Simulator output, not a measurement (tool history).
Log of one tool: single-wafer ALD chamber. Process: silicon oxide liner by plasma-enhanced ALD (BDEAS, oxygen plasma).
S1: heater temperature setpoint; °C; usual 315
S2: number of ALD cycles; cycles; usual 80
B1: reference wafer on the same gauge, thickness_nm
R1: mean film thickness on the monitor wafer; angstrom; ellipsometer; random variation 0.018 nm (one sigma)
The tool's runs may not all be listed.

{"run": 1, "hour": 0.0, "S1": 315, "S2": 80, "B1": 6.442, "R1": 69.64}
{"run": 2, "hour": 72.8, "S1": 315, "S2": 80, "B1": 6.435, "R1": 69.64}
{"run": 3, "hour": 99.3, "S1": 315, "S2": 80, "B1": 6.428, "R1": 69.71}
{"run": 4, "hour": 131.0, "S1": 315, "S2": 69, "B1": 6.425, "R1": 60.16}
{"run": 5, "hour": 145.7, "S1": 315, "S2": 69, "B1": 6.426, "R1": 60.12}
{"run": 6, "hour": 159.6, "S1": 315, "S2": 69, "B1": 6.418, "R1": 59.9}
{"run": 7, "hour": 175.5, "S1": 315, "S2": 80, "B1": 6.422, "R1": 69.71}
{"run": 8, "hour": 187.6, "S1": 315, "S2": 80, "B1": 6.416, "R1": 69.82}
{"run": 9, "hour": 207.0, "S1": 315, "S2": 80, "B1": 6.418, "R1": 69.75}
{"run": 10, "hour": 238.5, "S1": 315, "S2": 80, "B1": 6.41, "R1": 69.15}
{"run": 11, "hour": 259.5, "S1": 315, "S2": 80, "B1": 6.417, "R1": 69.37}
{"run": 12, "hour": 294.5, "S1": 315, "S2": 80, "B1": 6.407, "R1": 69.32}
{"run": 13, "hour": 312.8, "S1": 315, "S2": 80, "B1": 6.405, "R1": 69.36}
{"run": 14, "hour": 337.8, "S1": 315, "S2": 80, "B1": 6.406, "R1": 69.41}
{"run": 15, "hour": 362.8, "S1": 315, "S2": 80, "B1": 6.403, "R1": 69.28}
{"run": 16, "hour": 391.1, "S1": 315, "S2": 80, "B1": 6.398, "R1": 69.17}
{"run": 17, "hour": 416.1, "S1": 315, "S2": 80, "B1": 6.404, "R1": 69.32}
{"run": 18, "hour": 437.9, "S1": 315, "S2": 80, "B1": 6.394, "R1": 69.54}
{"run": 19, "hour": 459.6, "S1": 324, "S2": 75, "B1": 6.396, "R1": 63.9}
{"run": 20, "hour": 493.6, "S1": 315, "S2": 84, "B1": 6.389, "R1": 72.55}
{"run": 21, "hour": 519.1, "S1": 315, "S2": 84, "B1": 6.393, "R1": 72.61}
{"run": 22, "hour": 544.9, "S1": 315, "S2": 84, "B1": 6.378, "R1": 72.74}
{"run": 23, "hour": 560.9, "S1": 315, "S2": 80, "B1": 6.384, "R1": 69.24}
{"run": 24, "hour": 578.5, "S1": 305, "S2": 91, "B1": 6.386, "R1": 79.99}
{"run": 25, "hour": 611.8, "S1": 324, "S2": 94, "B1": 6.377, "R1": 80.1}
{"run": 26, "hour": 634.2, "S1": 315, "S2": 74, "B1": 6.369, "R1": 64.07}
{"run": 27, "hour": 662.7, "S1": 330, "S2": 73, "B1": 6.375, "R1": 61.6}
{"run": 28, "hour": 678.4, "S1": 310, "S2": 66, "B1": 6.37, "R1": 57.3}
{"run": 29, "hour": 697.5, "S1": 315, "S2": 80, "B1": 6.364, "R1": 68.63}
{"run": 30, "hour": 728.4, "S1": 315, "S2": 87, "B1": 6.363, "R1": 74.88}
{"hour": 740.0, "done": "thermocouple changed; heater temperature recalibrated"}
{"run": 31, "hour": 747.0, "S1": 301, "S2": 80, "B1": 6.362, "R1": 70.76}
{"run": 32, "hour": 762.9, "S1": 304, "S2": 75, "B1": 6.362, "R1": 65.97}
{"run": 33, "hour": 775.8, "S1": 315, "S2": 80, "B1": 6.359, "R1": 68.79}
{"run": 34, "hour": 802.8, "S1": 310, "S2": 87, "B1": 6.362, "R1": 75.67}
{"run": 35, "hour": 825.4, "S1": 311, "S2": 92, "B1": 6.359, "R1": 79.85}
{"run": 36, "hour": 854.8, "S1": 326, "S2": 85, "B1": 6.355, "R1": 71.89}
{"run": 37, "hour": 890.2, "S1": 315, "S2": 80, "B1": 6.35, "R1": 69.04}
{"hour": 923.2, "done": "gauge calibrated"}
{"run": 38, "hour": 961.7, "S1": 300, "S2": 96, "B1": 6.474, "R1": 86.76}
{"run": 39, "hour": 993.9, "S1": 304, "S2": 72, "B1": 6.475, "R1": 64.15}
{"run": 40, "hour": 1018.6, "S1": 311, "S2": 74, "B1": 6.463, "R1": 65.31}
{"run": 41, "hour": 1036.8, "S1": 322, "S2": 67, "B1": 6.471, "R1": 58.02}
{"run": 42, "hour": 1067.9, "S1": 309, "S2": 80, "B1": 6.461, "R1": 70.85}
{"run": 43, "hour": 1096.8, "S1": 315, "S2": 80, "B1": 6.462, "R1": 70.24}
{"run": 44, "hour": 1125.6, "S1": 310, "S2": 93, "B1": 6.461, "R1": 82.5}
{"run": 45, "hour": 1141.5, "S1": 303, "S2": 90, "B1": 6.455, "R1": 80.37}
{"run": 46, "hour": 1175.1, "S1": 327, "S2": 65, "B1": 6.453, "R1": 55.76}
{"run": 47, "hour": 1198.9, "S1": 315, "S2": 80, "B1": 6.45, "R1": 69.69}
{"run": 48, "hour": 1229.5, "S1": 304, "S2": 80, "B1": 6.452, "R1": 70.83}

Some steps in R1 between neighbouring runs. How much of each would the tool show without its hidden state too (settings, what came in, random variation), and how much is left for the hidden state, with any gauge scatter that isn't in both results?
The hidden state here: wafer temperature above the value expected at the setpoint (K); gauge reads high (%).
Run 25 -> 26: S1 324 -> 315, S2 94 -> 74. R1 -16.03 angstrom: hidden state +0.26, all else -16.29.
Run 28 -> 29: S1 310 -> 315, S2 66 -> 80. R1 +11.33 angstrom: hidden state -0.23, all else +11.56.
Run 37 -> 38: S1 315 -> 300, S2 80 -> 96, gauge calibrated. R1 +17.72 angstrom: hidden state +1.29, all else +16.43.
Run 38 -> 39: S1 300 -> 304, S2 96 -> 72. R1 -22.61 angstrom: hidden state +0.03, all else -22.64.
Run 45 -> 46: S1 303 -> 327, S2 90 -> 65. R1 -24.61 angstrom: hidden state +0.10, all else -24.71.
